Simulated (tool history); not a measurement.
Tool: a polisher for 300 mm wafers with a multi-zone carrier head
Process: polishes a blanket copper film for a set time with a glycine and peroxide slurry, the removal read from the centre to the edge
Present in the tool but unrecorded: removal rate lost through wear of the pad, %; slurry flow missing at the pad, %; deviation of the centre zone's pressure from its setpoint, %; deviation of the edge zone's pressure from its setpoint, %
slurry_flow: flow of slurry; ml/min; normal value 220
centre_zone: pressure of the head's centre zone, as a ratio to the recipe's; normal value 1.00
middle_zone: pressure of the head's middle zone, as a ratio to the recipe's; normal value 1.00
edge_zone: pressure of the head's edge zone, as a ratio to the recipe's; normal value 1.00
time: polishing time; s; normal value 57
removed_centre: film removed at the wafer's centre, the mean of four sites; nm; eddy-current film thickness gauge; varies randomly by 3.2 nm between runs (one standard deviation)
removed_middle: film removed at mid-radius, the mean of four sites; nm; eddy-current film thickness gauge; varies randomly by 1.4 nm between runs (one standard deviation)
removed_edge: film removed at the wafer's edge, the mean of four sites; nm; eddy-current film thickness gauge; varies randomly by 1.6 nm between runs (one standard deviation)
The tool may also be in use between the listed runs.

| run | hour | slurry_flow | centre_zone | middle_zone | edge_zone | time | wafers since the last listed run | wafers polished on this pad | hours since the slurry nozzle was cleaned | hours since the centre zone pressure was calibrated | hours since the edge zone pressure was calibrated | hours since the carrier head's membrane was replaced | incoming thickness of the incoming film, nm | removed_centre | removed_middle | removed_edge |
|---|---|---|---|---|---|---|---|---|---|---|---|---|---|---|---|---|
| 1 | 0.0 | 220 | 1.00 | 1.00 | 1.05 | 57 | 0 | 247 | 537.5 | 370.9 | 45.1 | 928.6 | 2182.4 | 232.4 | 225.4 | 230.3 |
| 2 | 72.5 | 265 | 1.00 | 1.06 | 1.00 | 57 | 743 | 990 | 610.0 | 443.4 | 117.6 | 1001.1 | 2190.4 | 237.1 | 241.1 | 229.1 |
|  | 99.3 | slurry nozzle cleaned |
| 3 | 176.9 | 265 | 1.00 | 1.06 | 1.00 | 57 | 1059 | 2050 | 77.6 | 547.8 | 222.0 | 1105.5 | 2174.4 | 237.8 | 240.4 | 227.1 |
|  | 275.5 | worn pad replaced by a new one |
| 4 | 484.9 | 220 | 1.00 | 0.97 | 1.00 | 57 | 3115 | 2146 | 385.6 | 855.8 | 530.0 | 1413.5 | 2201.5 | 236.8 | 218.5 | 225.5 |
| 5 | 539.3 | 220 | 1.03 | 1.00 | 1.00 | 68 | 557 | 2704 | 440.0 | 910.2 | 584.4 | 1467.9 | 2169.2 | 290.2 | 265.5 | 268.8 |
| 6 | 603.9 | 220 | 1.00 | 1.00 | 1.00 | 68 | 662 | 3366 | 504.6 | 974.8 | 649.0 | 1532.5 | 2175.2 | 285.8 | 266.7 | 272.2 |
|  | 606.3 | edge zone pressure recalibrated |
|  | 624.5 | slurry nozzle cleaned |
|  | 657.8 | worn pad replaced by a new one |
|  | 661.2 | centre zone pressure recalibrated |
| 7 | 699.0 | 220 | 1.00 | 1.00 | 1.00 | 68 | 882 | 401 | 74.5 | 37.8 | 92.7 | 1627.6 | 2199.8 | 260.7 | 270.1 | 268.6 |
|  | 728.0 | carrier head's membrane replaced by a new one |
| 8 | 751.9 | 220 | 1.00 | 1.00 | 1.06 | 57 | 490 | 892 | 127.4 | 90.7 | 145.6 | 23.9 | 2215.2 | 219.8 | 224.7 | 234.4 |
| 9 | 852.8 | 220 | 1.00 | 1.00 | 1.06 | 57 | 1034 | 1927 | 228.3 | 191.6 | 246.5 | 124.8 | 2211.0 | 228.2 | 224.6 | 232.9 |
| 10 | 888.9 | 220 | 1.00 | 1.00 | 1.00 | 50 | 370 | 2297 | 264.4 | 227.7 | 282.6 | 160.9 | 2172.1 | 203.8 | 197.5 | 197.0 |
| 11 | 946.3 | 220 | 1.00 | 1.00 | 1.00 | 50 | 588 | 2885 | 321.8 | 285.1 | 340.0 | 218.3 | 2156.0 | 199.1 | 195.8 | 197.8 |
| 12 | 1025.8 | 260 | 1.00 | 0.91 | 1.00 | 57 | 814 | 3700 | 401.3 | 364.6 | 419.5 | 297.8 | 2231.8 | 234.2 | 209.0 | 228.3 |
|  | 1040.0 | worn pad replaced by a new one |
| 13 | 1062.4 | 220 | 1.00 | 1.00 | 1.00 | 57 | 334 | 229 | 437.9 | 401.2 | 456.1 | 334.4 | 2215.3 | 232.0 | 224.7 | 225.9 |
| 14 | 1113.6 | 220 | 1.00 | 0.89 | 1.00 | 57 | 524 | 754 | 489.1 | 452.4 | 507.3 | 385.6 | 2200.6 | 224.2 | 203.6 | 225.0 |
|  | 1121.6 | slurry nozzle cleaned |
|  | 1123.3 | edge zone pressure recalibrated |
| 15 | 1207.2 | 170 | 0.96 | 1.12 | 0.93 | 57 | 932 | 1686 | 85.6 | 546.0 | 83.9 | 479.2 | 2222.0 | 213.3 | 236.4 | 212.7 |
| 16 | 1272.5 | 220 | 1.08 | 1.00 | 0.97 | 57 | 669 | 2356 | 150.9 | 611.3 | 149.2 | 544.5 | 2210.0 | 239.2 | 223.2 | 222.6 |
| 17 | 1353.3 | 260 | 1.12 | 1.04 | 1.00 | 39 | 828 | 3184 | 231.7 | 692.1 | 230.0 | 625.3 | 2184.4 | 177.1 | 162.4 | 155.7 |
|  | 1378.7 | worn pad replaced by a new one |
| 18 | 1418.3 | 220 | 0.92 | 1.00 | 1.00 | 57 | 625 | 406 | 296.7 | 757.1 | 295.0 | 690.3 | 2228.5 | 216.4 | 223.0 | 226.3 |
| 19 | 1479.4 | 220 | 1.00 | 1.00 | 1.00 | 57 | 626 | 1032 | 357.8 | 818.2 | 356.1 | 751.4 | 2195.3 | 234.5 | 222.8 | 225.2 |
| 20 | 1537.6 | 220 | 1.00 | 1.00 | 1.00 | 70 | 596 | 1629 | 416.0 | 876.4 | 414.3 | 809.6 | 2210.0 | 287.4 | 276.7 | 277.3 |
|  | 1605.2 | slurry nozzle cleaned |
| 21 | 1630.6 | 220 | 1.00 | 1.00 | 1.00 | 57 | 942 | 2572 | 25.4 | 969.4 | 507.3 | 902.6 | 2214.0 | 233.7 | 225.3 | 226.1 |
| 22 | 1677.7 | 245 | 1.07 | 1.00 | 1.00 | 57 | 482 | 3054 | 72.5 | 1016.5 | 554.4 | 949.7 | 2229.1 | 247.3 | 226.3 | 226.8 |

Run-by-run hidden state of the tool:
removal rate lost through wear of the pad, %: 0 across all the runs
slurry flow missing at the pad, %: 0 across all the runs
deviation of the edge zone's pressure from its setpoint, %: 0 across all the runs
H1: deviation of the centre zone's pressure from its setpoint, %
| run | H1 |
|---|---|
| 1 | 3.6 |
| 2 | 4.18 |
| 3 | 5.01 |
| 4 | 7.45 |
| 5 | 7.88 |
| 6 | 8.4 |
| 7 | -0.387 |
| 8 | 0.0331 |
| 9 | 0.834 |
| 10 | 1.12 |
| 11 | 1.58 |
| 12 | 2.21 |
| 13 | 2.5 |
| 14 | 2.9 |
| 15 | 3.65 |
| 16 | 4.17 |
| 17 | 4.81 |
| 18 | 5.32 |
| 19 | 5.81 |
| 20 | 6.27 |
| 21 | 7.01 |
| 22 | 7.38 |

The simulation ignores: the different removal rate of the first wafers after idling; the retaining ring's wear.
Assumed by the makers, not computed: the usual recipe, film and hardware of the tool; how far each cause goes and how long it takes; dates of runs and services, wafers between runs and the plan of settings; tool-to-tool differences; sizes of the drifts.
